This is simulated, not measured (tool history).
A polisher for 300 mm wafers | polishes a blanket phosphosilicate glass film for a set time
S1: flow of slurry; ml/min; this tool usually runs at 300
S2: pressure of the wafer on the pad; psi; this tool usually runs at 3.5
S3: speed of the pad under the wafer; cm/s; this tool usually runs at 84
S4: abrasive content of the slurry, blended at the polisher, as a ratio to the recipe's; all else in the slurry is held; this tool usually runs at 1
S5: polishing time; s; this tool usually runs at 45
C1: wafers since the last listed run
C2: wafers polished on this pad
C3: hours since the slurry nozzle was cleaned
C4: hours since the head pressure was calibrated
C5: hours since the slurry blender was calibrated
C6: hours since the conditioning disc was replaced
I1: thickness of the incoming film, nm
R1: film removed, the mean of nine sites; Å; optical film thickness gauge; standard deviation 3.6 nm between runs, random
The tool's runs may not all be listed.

| run | hour | S1 | S2 | S3 | S4 | S5 | C1 | C2 | C3 | C4 | C5 | C6 | I1 | R1 |
|---|---|---|---|---|---|---|---|---|---|---|---|---|---|---|
| 1 | 0 | 300 | 3.5 | 84 | 1 | 45 | 0 | 2935 | 228.9 | 452.2 | 317.4 | 45.3 | 2238.8 | 4284 |
| 2 | 53.6 | 300 | 3.5 | 84 | 1 | 45 | 617 | 3553 | 282.5 | 505.8 | 371 | 98.9 | 2192.9 | 4294 |
| 3 | 118.2 | 300 | 3.5 | 84 | 1 | 45 | 744 | 4297 | 347.1 | 570.4 | 435.6 | 163.5 | 2199.8 | 4273 |
| 4 | 225.3 | 300 | 3.5 | 84 | 1 | 45 | 1233 | 5531 | 454.2 | 677.5 | 542.7 | 270.6 | 2202.5 | 4260 |
|  | 261.8 | head pressure recalibrated |
| 5 | 364.5 | 300 | 3.5 | 84 | 1 | 45 | 1580 | 7112 | 593.4 | 102.7 | 681.9 | 409.8 | 2198 | 4133 |
|  | 374.9 | slurry blender recalibrated |
|  | 414.2 | worn pad replaced by a new one |
|  | 459 | slurry nozzle cleaned |
|  | 515 | conditioning disc replaced and pad reconditioned |
| 6 | 658.5 | 300 | 3.5 | 84 | 1 | 45 | 3283 | 2779 | 199.5 | 396.7 | 283.6 | 143.5 | 2221 | 4278 |
| 7 | 745.1 | 300 | 4.6 | 106 | 1.2 | 45 | 997 | 3777 | 286.1 | 483.3 | 370.2 | 230.1 | 2209.1 | 7380 |
| 8 | 845.1 | 300 | 3.5 | 84 | 1 | 45 | 1152 | 4929 | 386.1 | 583.3 | 470.2 | 330.1 | 2195.4 | 4287 |
|  | 863.5 | head pressure recalibrated |
| 9 | 937.2 | 225 | 3.5 | 84 | 1 | 45 | 1038 | 5967 | 478.2 | 73.7 | 562.3 | 422.2 | 2245.2 | 4071 |
|  | 955.8 | worn pad replaced by a new one |
|  | 958.6 | slurry blender recalibrated |
| 10 | 1011.8 | 300 | 3.5 | 84 | 1 | 30 | 790 | 621 | 552.8 | 148.3 | 53.2 | 496.8 | 2224.1 | 2736 |
|  | 1076.6 | conditioning disc replaced and pad reconditioned |
|  | 1104.9 | slurry nozzle cleaned |
| 11 | 1112.2 | 300 | 3.5 | 84 | 1 | 45 | 1122 | 1743 | 7.3 | 248.7 | 153.6 | 35.6 | 2208 | 4306 |
| 12 | 1190.4 | 325 | 3.9 | 84 | 0.8 | 32 | 900 | 2644 | 85.5 | 326.9 | 231.8 | 113.8 | 2163.1 | 2930 |
| 13 | 1279 | 300 | 4.6 | 84 | 1 | 45 | 1020 | 3665 | 174.1 | 415.5 | 320.4 | 202.4 | 2177.5 | 5617 |
| 14 | 1366.2 | 300 | 2.6 | 110 | 0.85 | 45 | 1004 | 4670 | 261.3 | 502.7 | 407.6 | 289.6 | 2229.3 | 3491 |
| 15 | 1434.1 | 235 | 3.5 | 84 | 0.7 | 45 | 782 | 5452 | 329.2 | 570.6 | 475.5 | 357.5 | 2240.9 | 3117 |
| 16 | 1474.2 | 385 | 2.6 | 106 | 0.8 | 45 | 462 | 5914 | 369.3 | 610.7 | 515.6 | 397.6 | 2211.9 | 3265 |
|  | 1519.5 | head pressure recalibrated |
| 17 | 1557.4 | 300 | 3.5 | 84 | 0.75 | 45 | 935 | 6850 | 452.5 | 37.9 | 598.8 | 480.8 | 2209 | 3368 |
|  | 1597.7 | slurry blender recalibrated |
|  | 1612.7 | conditioning disc replaced and pad reconditioned |
|  | 1622.2 | worn pad replaced by a new one |
| 18 | 1624.9 | 300 | 4.5 | 84 | 1 | 45 | 685 | 30 | 520 | 105.4 | 27.2 | 12.2 | 2182.7 | 5438 |
|  | 1697.8 | slurry nozzle cleaned |
| 19 | 1701 | 300 | 3.5 | 84 | 1 | 45 | 865 | 896 | 3.2 | 181.5 | 103.3 | 88.3 | 2152 | 4300 |
| 20 | 1751.8 | 300 | 3.5 | 102 | 0.9 | 45 | 585 | 1481 | 54 | 232.3 | 154.1 | 139.1 | 2212.6 | 4648 |
| 21 | 1801.2 | 300 | 3.5 | 84 | 1 | 45 | 569 | 2050 | 103.4 | 281.7 | 203.5 | 188.5 | 2211.6 | 4320 |
| 22 | 1903 | 300 | 3.5 | 84 | 1 | 45 | 1172 | 3223 | 205.2 | 383.5 | 305.3 | 290.3 | 2220.6 | 4189 |
| 23 | 1994 | 300 | 3.5 | 84 | 1 | 45 | 1048 | 4271 | 296.2 | 474.5 | 396.3 | 381.3 | 2181 | 4152 |
| 24 | 2086.8 | 300 | 3.5 | 84 | 1 | 45 | 1069 | 5340 | 389 | 567.3 | 489.1 | 474.1 | 2216.6 | 4120 |
| 25 | 2146.7 | 270 | 2.9 | 98 | 1.1 | 45 | 690 | 6031 | 448.9 | 627.2 | 549 | 534 | 2213.5 | 4021 |
|  | 2160.6 | head pressure recalibrated |
|  | 2184.1 | conditioning disc replaced and pad reconditioned |
| 26 | 2208 | 300 | 3.5 | 106 | 1 | 29 | 660 | 6691 | 510.2 | 47.4 | 610.3 | 23.9 | 2191.5 | 3318 |

For each entry between runs, how does the tool's hidden state at the last listed run before it compare with that at the first listed run after it?
Logged between run 4 and run 5: head pressure recalibrated (hour 261.8)
  time polished since the conditioner stopped cutting, s: 46.7 -> 75.7
  what was measured, less what the result would be without the hidden state, R1: -114 -> -178 Å
Logged between run 5 and run 6: slurry blender recalibrated (hour 374.9); worn pad replaced by a new one (hour 414.2); slurry nozzle cleaned (hour 459); conditioning disc replaced and pad reconditioned (hour 515)
  time polished since the conditioner stopped cutting, s: 75.7 -> 9.66
  what was measured, less what the result would be without the hidden state, R1: -178 -> -24 Å
Logged between run 8 and run 9: head pressure recalibrated (hour 863.5)
  time polished since the conditioner stopped cutting, s: 36.7 -> 58
  what was measured, less what the result would be without the hidden state, R1: -91 -> -135 Å
Logged between run 9 and run 10: worn pad replaced by a new one (hour 955.8); slurry blender recalibrated (hour 958.6)
  time polished since the conditioner stopped cutting, s: 58 -> 79
  what was measured, less what the result would be without the hidden state, R1: -135 -> -123 Å
Logged between run 10 and run 11: conditioning disc replaced and pad reconditioned (hour 1076.6); slurry nozzle cleaned (hour 1104.9)
  time polished since the conditioner stopped cutting, s: 79 -> 11.9
  what was measured, less what the result would be without the hidden state, R1: -123 -> -30 Å
Logged between run 16 and run 17: head pressure recalibrated (hour 1519.5)
  time polished since the conditioner stopped cutting, s: 60 -> 82.4
  what was measured, less what the result would be without the hidden state, R1: -105 -> -158 Å
Logged between run 17 and run 18: slurry blender recalibrated (hour 1597.7); conditioning disc replaced and pad reconditioned (hour 1612.7); worn pad replaced by a new one (hour 1622.2)
  time polished since the conditioner stopped cutting, s: 82.4 -> 17.3
  what was measured, less what the result would be without the hidden state, R1: -158 -> -69 Å
Logged between run 18 and run 19: slurry nozzle cleaned (hour 1697.8)
  time polished since the conditioner stopped cutting, s: 17.3 -> 19.6
  what was measured, less what the result would be without the hidden state, R1: -69 -> -49 Å
Logged between run 25 and run 26: head pressure recalibrated (hour 2160.6); conditioning disc replaced and pad reconditioned (hour 2184.1)
  time polished since the conditioner stopped cutting, s: 105 -> 16.2
  what was measured, less what the result would be without the hidden state, R1: -230 -> -39 Å
